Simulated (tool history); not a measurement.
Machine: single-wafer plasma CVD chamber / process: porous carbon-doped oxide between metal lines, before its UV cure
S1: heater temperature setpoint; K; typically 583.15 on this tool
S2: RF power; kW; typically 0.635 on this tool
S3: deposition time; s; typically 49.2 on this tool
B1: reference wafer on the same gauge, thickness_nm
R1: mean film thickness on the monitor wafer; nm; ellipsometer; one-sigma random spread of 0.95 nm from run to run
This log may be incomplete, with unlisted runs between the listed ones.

run    hour      S1     S2    S3       B1       R1
  1     0.0  578.15  0.685  49.2  342.539  359.148
  2    81.8  583.15  0.635  43.7  342.102  289.990
  3   299.6  583.15  0.635  43.7  341.900  289.233
  4   358.3  583.15  0.635  49.2  342.203  321.991
      430.5  -- RF generator calibrated
  5   460.5  583.15  0.635  49.2  341.977  338.843
      511.5  -- thermocouple changed; heater temperature recalibrated
      516.6  -- gauge calibrated
      539.0  -- showerhead replaced
  6   539.5  583.15  0.635  49.2  342.256  330.222
  7   618.1  583.15  0.635  49.2  341.644  328.639
  8   718.7  578.15  0.635  49.2  342.219  338.887
  9   824.9  577.15  0.720  49.2  342.394  384.381
 10   887.5  572.15  0.580  44.8  341.937  293.514
 11   944.7  587.15  0.740  44.6  342.219  336.284
 12  1051.2  589.15  0.635  49.2  341.396  315.260
 13  1114.8  583.15  0.635  49.2  342.086  326.542
 14  1185.1  583.15  0.635  41.0  341.650  274.444

Results per run with the tool's hidden condition removed, run-to-run variation unchanged:
Hidden state present: wafer temperature above the value expected at the setpoint (K); delivered RF power above the setpoint (%); gauge reads high (%).
run       R1
  1  360.409
  2  292.099
  3  293.256
  4  327.058
  5  328.914
  6  329.341
  7  327.715
  8  337.885
  9  383.284
 10  292.693
 11  335.987
 12  315.480
 13  326.676
 14  274.813

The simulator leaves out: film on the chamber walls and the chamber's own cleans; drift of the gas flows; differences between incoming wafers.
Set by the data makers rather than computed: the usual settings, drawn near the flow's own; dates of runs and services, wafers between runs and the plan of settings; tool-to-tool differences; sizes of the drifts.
